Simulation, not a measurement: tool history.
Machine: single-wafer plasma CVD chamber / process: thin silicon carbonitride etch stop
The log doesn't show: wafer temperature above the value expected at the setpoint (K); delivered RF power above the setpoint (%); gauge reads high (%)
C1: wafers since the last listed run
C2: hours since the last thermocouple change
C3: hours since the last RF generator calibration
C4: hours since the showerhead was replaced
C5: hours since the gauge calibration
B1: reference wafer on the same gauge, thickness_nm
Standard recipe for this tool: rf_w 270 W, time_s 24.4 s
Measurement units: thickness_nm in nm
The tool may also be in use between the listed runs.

{"run": 1, "day": 0.0, "rf_w": 270, "time_s": 24.4, "C1": 0, "C2": 2355.5, "C3": 995.7, "C4": 5051.9, "C5": 75.9, "B1": 13.845, "thickness_nm": 16.174}
{"run": 2, "day": 0.671, "rf_w": 270, "time_s": 22.9, "C1": 232, "C2": 2371.6, "C3": 1011.8, "C4": 5068, "C5": 92, "B1": 13.832, "thickness_nm": 15.176}
{"run": 3, "day": 1.304, "rf_w": 270, "time_s": 24.4, "C1": 219, "C2": 2386.8, "C3": 1027, "C4": 5083.2, "C5": 107.2, "B1": 13.828, "thickness_nm": 16.143}
{"run": 4, "day": 1.992, "rf_w": 270, "time_s": 24.4, "C1": 238, "C2": 2403.3, "C3": 1043.5, "C4": 5099.7, "C5": 123.7, "B1": 13.822, "thickness_nm": 16.166}
{"run": 5, "day": 2.317, "rf_w": 295, "time_s": 22.8, "C1": 112, "C2": 2411.1, "C3": 1051.3, "C4": 5107.5, "C5": 131.5, "B1": 13.818, "thickness_nm": 15.297}
{"run": 6, "day": 2.979, "rf_w": 295, "time_s": 22.8, "C1": 229, "C2": 2427, "C3": 1067.2, "C4": 5123.4, "C5": 147.4, "B1": 13.81, "thickness_nm": 15.288}
{"run": 7, "day": 3.642, "rf_w": 295, "time_s": 22.8, "C1": 229, "C2": 2442.9, "C3": 1083.1, "C4": 5139.3, "C5": 163.3, "B1": 13.803, "thickness_nm": 15.363}
{"run": 8, "day": 4.275, "rf_w": 270, "time_s": 24.4, "C1": 219, "C2": 2458.1, "C3": 1098.3, "C4": 5154.5, "C5": 178.5, "B1": 13.792, "thickness_nm": 16.078}
{"run": 9, "day": 5.004, "rf_w": 270, "time_s": 24.4, "C1": 252, "C2": 2475.6, "C3": 1115.8, "C4": 5172, "C5": 196, "B1": 13.784, "thickness_nm": 16.1}
{"run": 10, "day": 5.712, "rf_w": 270, "time_s": 24.4, "C1": 245, "C2": 2492.6, "C3": 1132.8, "C4": 5189, "C5": 213, "B1": 13.777, "thickness_nm": 16.099}
{"run": 11, "day": 6.092, "rf_w": 270, "time_s": 24.4, "C1": 131, "C2": 2501.7, "C3": 1141.9, "C4": 5198.1, "C5": 222.1, "B1": 13.775, "thickness_nm": 16.074}
{"run": 12, "day": 6.575, "rf_w": 270, "time_s": 24.4, "C1": 167, "C2": 2513.3, "C3": 1153.5, "C4": 5209.7, "C5": 233.7, "B1": 13.768, "thickness_nm": 16.108}
{"run": 13, "day": 7.154, "rf_w": 270, "time_s": 24.4, "C1": 200, "C2": 2527.2, "C3": 1167.4, "C4": 5223.6, "C5": 247.6, "B1": 13.759, "thickness_nm": 16.067}
{"run": 14, "day": 7.629, "rf_w": 270, "time_s": 24.4, "C1": 164, "C2": 2538.6, "C3": 1178.8, "C4": 5235, "C5": 259, "B1": 13.756, "thickness_nm": 16.021}
{"day": 8.246, "done": "thermocouple changed; heater temperature recalibrated"}
{"run": 15, "day": 8.267, "rf_w": 270, "time_s": 24.4, "C1": 105, "C2": 0.5, "C3": 1194.1, "C4": 5250.3, "C5": 274.3, "B1": 13.748, "thickness_nm": 16.053}
{"day": 8.579, "done": "gauge calibrated"}
{"day": 8.996, "done": "RF generator calibrated"}
{"run": 16, "day": 9.017, "rf_w": 240, "time_s": 21.3, "C1": 144, "C2": 18.5, "C3": 0.5, "C4": 5268.3, "C5": 10.5, "B1": 13.905, "thickness_nm": 13.905}
{"run": 17, "day": 9.392, "rf_w": 300, "time_s": 28.2, "C1": 130, "C2": 27.5, "C3": 9.5, "C4": 5277.3, "C5": 19.5, "B1": 13.903, "thickness_nm": 19.207}
{"run": 18, "day": 9.662, "rf_w": 240, "time_s": 27.9, "C1": 93, "C2": 34, "C3": 16, "C4": 5283.8, "C5": 26, "B1": 13.899, "thickness_nm": 18.178}
{"day": 10.096, "done": "showerhead replaced"}
{"run": 19, "day": 10.2, "rf_w": 315, "time_s": 21.5, "C1": 70, "C2": 46.9, "C3": 28.9, "C4": 2.5, "C5": 38.9, "B1": 13.891, "thickness_nm": 14.715}
{"run": 20, "day": 10.858, "rf_w": 235, "time_s": 28, "C1": 228, "C2": 62.7, "C3": 44.7, "C4": 18.3, "C5": 54.7, "B1": 13.885, "thickness_nm": 18.154}
{"run": 21, "day": 11.279, "rf_w": 270, "time_s": 24.4, "C1": 145, "C2": 72.8, "C3": 54.8, "C4": 28.4, "C5": 64.8, "B1": 13.879, "thickness_nm": 16.224}
{"run": 22, "day": 11.579, "rf_w": 290, "time_s": 21.4, "C1": 104, "C2": 80, "C3": 62, "C4": 35.6, "C5": 72, "B1": 13.878, "thickness_nm": 14.39}
{"run": 23, "day": 12.042, "rf_w": 270, "time_s": 21.5, "C1": 160, "C2": 91.1, "C3": 73.1, "C4": 46.7, "C5": 83.1, "B1": 13.872, "thickness_nm": 14.261}
{"run": 24, "day": 12.579, "rf_w": 250, "time_s": 29.1, "C1": 186, "C2": 104, "C3": 86, "C4": 59.6, "C5": 96, "B1": 13.864, "thickness_nm": 19.049}
{"run": 25, "day": 12.888, "rf_w": 255, "time_s": 26.6, "C1": 106, "C2": 111.4, "C3": 93.4, "C4": 67, "C5": 103.4, "B1": 13.857, "thickness_nm": 17.442}
{"run": 26, "day": 13.596, "rf_w": 235, "time_s": 26.7, "C1": 245, "C2": 128.4, "C3": 110.4, "C4": 84, "C5": 120.4, "B1": 13.857, "thickness_nm": 17.229}
{"run": 27, "day": 13.946, "rf_w": 270, "time_s": 24.4, "C1": 121, "C2": 136.8, "C3": 118.8, "C4": 92.4, "C5": 128.8, "B1": 13.852, "thickness_nm": 16.186}
{"run": 28, "day": 14.417, "rf_w": 270, "time_s": 24.4, "C1": 163, "C2": 148.1, "C3": 130.1, "C4": 103.7, "C5": 140.1, "B1": 13.842, "thickness_nm": 16.169}
{"run": 29, "day": 15.033, "rf_w": 270, "time_s": 24.4, "C1": 213, "C2": 162.9, "C3": 144.9, "C4": 118.5, "C5": 154.9, "B1": 13.835, "thickness_nm": 16.158}

Give the tool's hidden conditions for every run:
wafer temperature above the value expected at the setpoint (K): 0 in every run
delivered RF power above the setpoint (%): 0 in every run
H1: gauge reads high (%)
run=1 H1=-0.405
run=2 H1=-0.46
run=3 H1=-0.513
run=4 H1=-0.57
run=5 H1=-0.597
run=6 H1=-0.651
run=7 H1=-0.706
run=8 H1=-0.759
run=9 H1=-0.819
run=10 H1=-0.878
run=11 H1=-0.909
run=12 H1=-0.949
run=13 H1=-0.997
run=14 H1=-1.04
run=15 H1=-1.09
run=16 H1=0.0457
run=17 H1=0.0146
run=18 H1=-0.00778
run=19 H1=-0.0523
run=20 H1=-0.107
run=21 H1=-0.142
run=22 H1=-0.166
run=23 H1=-0.205
run=24 H1=-0.249
run=25 H1=-0.275
run=26 H1=-0.333
run=27 H1=-0.362
run=28 H1=-0.401
run=29 H1=-0.452

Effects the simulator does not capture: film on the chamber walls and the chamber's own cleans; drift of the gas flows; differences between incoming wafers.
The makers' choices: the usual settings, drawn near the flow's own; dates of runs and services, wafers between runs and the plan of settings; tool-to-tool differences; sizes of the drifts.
